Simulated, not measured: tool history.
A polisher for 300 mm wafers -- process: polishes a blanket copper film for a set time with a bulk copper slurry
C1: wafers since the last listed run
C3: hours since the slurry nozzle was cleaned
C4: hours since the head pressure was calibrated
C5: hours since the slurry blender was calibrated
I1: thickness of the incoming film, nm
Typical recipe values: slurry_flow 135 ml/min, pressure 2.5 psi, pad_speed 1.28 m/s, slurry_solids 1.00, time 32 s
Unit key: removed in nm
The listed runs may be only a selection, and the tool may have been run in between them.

run 1 day=0.000 | slurry_flow=135 pressure=2.5 pad_speed=1.28 slurry_solids=1.00 time=32 | C1=0 wafers_polished_on_this_pad=2208 C3=109.1 C4=338.1 C5=217.4 | I1=1982.2 | removed=305.5
run 2 day=2.192 | slurry_flow=135 pressure=2.5 pad_speed=1.16 slurry_solids=1.00 time=32 | C1=578 wafers_polished_on_this_pad=2786 C3=161.7 C4=390.7 C5=270.0 | I1=2011.0 | removed=280.2
-- day=3.129 head pressure recalibrated
-- day=3.150 worn pad replaced by a new one
run 3 day=4.592 | slurry_flow=135 pressure=2.5 pad_speed=1.28 slurry_solids=1.00 time=32 | C1=605 wafers_polished_on_this_pad=380 C3=219.3 C4=35.1 C5=327.6 | I1=2017.9 | removed=290.1
run 4 day=5.858 | slurry_flow=135 pressure=2.5 pad_speed=1.28 slurry_solids=1.00 time=32 | C1=334 wafers_polished_on_this_pad=715 C3=249.7 C4=65.5 C5=358.0 | I1=2056.9 | removed=290.3
run 5 day=7.542 | slurry_flow=135 pressure=2.5 pad_speed=1.28 slurry_solids=1.00 time=32 | C1=444 wafers_polished_on_this_pad=1159 C3=290.1 C4=105.9 C5=398.4 | I1=2010.9 | removed=290.7
run 6 day=9.000 | slurry_flow=135 pressure=2.5 pad_speed=1.28 slurry_solids=1.00 time=32 | C1=385 wafers_polished_on_this_pad=1544 C3=325.1 C4=140.9 C5=433.4 | I1=2035.1 | removed=292.7
-- day=10.712 slurry blender recalibrated
run 7 day=11.812 | slurry_flow=135 pressure=2.5 pad_speed=1.28 slurry_solids=1.00 time=32 | C1=720 wafers_polished_on_this_pad=2265 C3=392.6 C4=208.4 C5=26.4 | I1=2000.7 | removed=301.8
-- day=15.029 worn pad replaced by a new one
run 8 day=15.508 | slurry_flow=135 pressure=2.5 pad_speed=1.28 slurry_solids=1.00 time=32 | C1=931 wafers_polished_on_this_pad=126 C3=481.3 C4=297.1 C5=115.1 | I1=2031.9 | removed=301.6
run 9 day=17.646 | slurry_flow=135 pressure=2.5 pad_speed=1.28 slurry_solids=1.00 time=32 | C1=564 wafers_polished_on_this_pad=691 C3=532.6 C4=348.4 C5=166.4 | I1=2017.0 | removed=308.6
run 10 day=20.967 | slurry_flow=120 pressure=2.5 pad_speed=1.28 slurry_solids=1.00 time=32 | C1=876 wafers_polished_on_this_pad=1567 C3=612.3 C4=428.1 C5=246.1 | I1=2038.2 | removed=302.8
run 11 day=22.817 | slurry_flow=120 pressure=2.5 pad_speed=1.28 slurry_solids=1.00 time=32 | C1=488 wafers_polished_on_this_pad=2056 C3=656.7 C4=472.5 C5=290.5 | I1=2024.7 | removed=308.7
run 12 day=23.971 | slurry_flow=120 pressure=2.5 pad_speed=1.28 slurry_solids=1.00 time=32 | C1=304 wafers_polished_on_this_pad=2361 C3=684.4 C4=500.2 C5=318.2 | I1=2012.4 | removed=298.0
-- day=25.867 head pressure recalibrated
run 13 day=26.871 | slurry_flow=135 pressure=2.5 pad_speed=1.28 slurry_solids=1.00 time=35 | C1=743 wafers_polished_on_this_pad=3105 C3=754.0 C4=24.1 C5=387.8 | I1=2011.6 | removed=315.5
-- day=27.742 worn pad replaced by a new one
-- day=30.333 slurry blender recalibrated
-- day=32.396 slurry nozzle cleaned
run 14 day=32.417 | slurry_flow=135 pressure=1.7 pad_speed=0.92 slurry_solids=1.20 time=42 | C1=1387 wafers_polished_on_this_pad=1201 C3=0.5 C4=157.2 C5=50.0 | I1=2049.4 | removed=221.2
run 15 day=35.117 | slurry_flow=170 pressure=1.7 pad_speed=1.28 slurry_solids=1.00 time=27 | C1=712 wafers_polished_on_this_pad=1914 C3=65.3 C4=222.0 C5=114.8 | I1=2025.3 | removed=197.0
run 16 day=36.938 | slurry_flow=135 pressure=2.5 pad_speed=1.28 slurry_solids=1.00 time=32 | C1=480 wafers_polished_on_this_pad=2395 C3=109.0 C4=265.7 C5=158.5 | I1=2017.8 | removed=308.7
run 17 day=38.996 | slurry_flow=135 pressure=2.5 pad_speed=1.28 slurry_solids=1.00 time=35 | C1=543 wafers_polished_on_this_pad=2939 C3=158.4 C4=315.1 C5=207.9 | I1=2004.1 | removed=342.2
-- day=40.533 worn pad replaced by a new one
run 18 day=41.804 | slurry_flow=90 pressure=2.5 pad_speed=1.28 slurry_solids=1.00 time=28 | C1=697 wafers_polished_on_this_pad=335 C3=225.8 C4=382.5 C5=275.3 | I1=2035.9 | removed=253.8
run 19 day=44.254 | slurry_flow=110 pressure=2.5 pad_speed=1.28 slurry_solids=1.00 time=32 | C1=646 wafers_polished_on_this_pad=982 C3=284.6 C4=441.3 C5=334.1 | I1=2003.7 | removed=300.6
run 20 day=46.450 | slurry_flow=115 pressure=2.5 pad_speed=1.28 slurry_solids=1.00 time=32 | C1=579 wafers_polished_on_this_pad=1561 C3=337.3 C4=494.0 C5=386.8 | I1=2023.3 | removed=306.2
-- day=46.567 head pressure recalibrated
run 21 day=47.592 | slurry_flow=110 pressure=2.9 pad_speed=1.46 slurry_solids=1.00 time=37 | C1=279 wafers_polished_on_this_pad=1841 C3=364.7 C4=24.6 C5=414.2 | I1=2000.7 | removed=408.1
run 22 day=49.371 | slurry_flow=135 pressure=2.8 pad_speed=1.28 slurry_solids=0.80 time=32 | C1=469 wafers_polished_on_this_pad=2311 C3=407.4 C4=67.3 C5=456.9 | I1=2012.4 | removed=299.8
-- day=51.979 worn pad replaced by a new one
run 23 day=52.288 | slurry_flow=135 pressure=2.5 pad_speed=1.10 slurry_solids=1.00 time=32 | C1=726 wafers_polished_on_this_pad=81 C3=477.4 C4=137.3 C5=526.9 | I1=2026.8 | removed=255.7
-- day=52.650 slurry blender recalibrated
run 24 day=54.592 | slurry_flow=135 pressure=2.5 pad_speed=1.28 slurry_solids=1.00 time=32 | C1=586 wafers_polished_on_this_pad=667 C3=532.7 C4=192.6 C5=46.6 | I1=1980.9 | removed=301.8
run 25 day=56.075 | slurry_flow=135 pressure=3.0 pad_speed=1.58 slurry_solids=1.25 time=21 | C1=391 wafers_polished_on_this_pad=1059 C3=568.3 C4=228.2 C5=82.2 | I1=2027.1 | removed=300.3
run 26 day=57.933 | slurry_flow=135 pressure=2.5 pad_speed=1.28 slurry_solids=1.00 time=32 | C1=490 wafers_polished_on_this_pad=1549 C3=612.9 C4=272.8 C5=126.8 | I1=1985.6 | removed=296.7
run 27 day=60.929 | slurry_flow=135 pressure=2.5 pad_speed=1.28 slurry_solids=1.00 time=32 | C1=791 wafers_polished_on_this_pad=2340 C3=684.8 C4=344.7 C5=198.7 | I1=1978.3 | removed=303.1

3 options for the next run, each taken on its own from the tool as it stands now. Forecast them:
run A day=60.946 | slurry_flow=135 pressure=2.5 pad_speed=1.28 slurry_solids=1.00 time=32 | C1=4 wafers_polished_on_this_pad=2345 C3=685.2 C4=345.1 C5=199.1 | I1=1983.6 | removed=?
run B day=60.946 | slurry_flow=135 pressure=2.5 pad_speed=1.28 slurry_solids=1.00 time=26 | C1=4 wafers_polished_on_this_pad=2345 C3=685.2 C4=345.1 C5=199.1 | I1=1983.6 | removed=?
run C day=60.946 | slurry_flow=135 pressure=2.5 pad_speed=1.28 slurry_solids=1.00 time=28 | C1=4 wafers_polished_on_this_pad=2345 C3=685.2 C4=345.1 C5=199.1 | I1=1983.6 | removed=?

run=A removed=298.3
run=B removed=242.4
run=C removed=261.0
Without the tool's hidden state the same runs would have given:
run=A removed=275.9
run=B removed=224.1
run=C removed=241.4
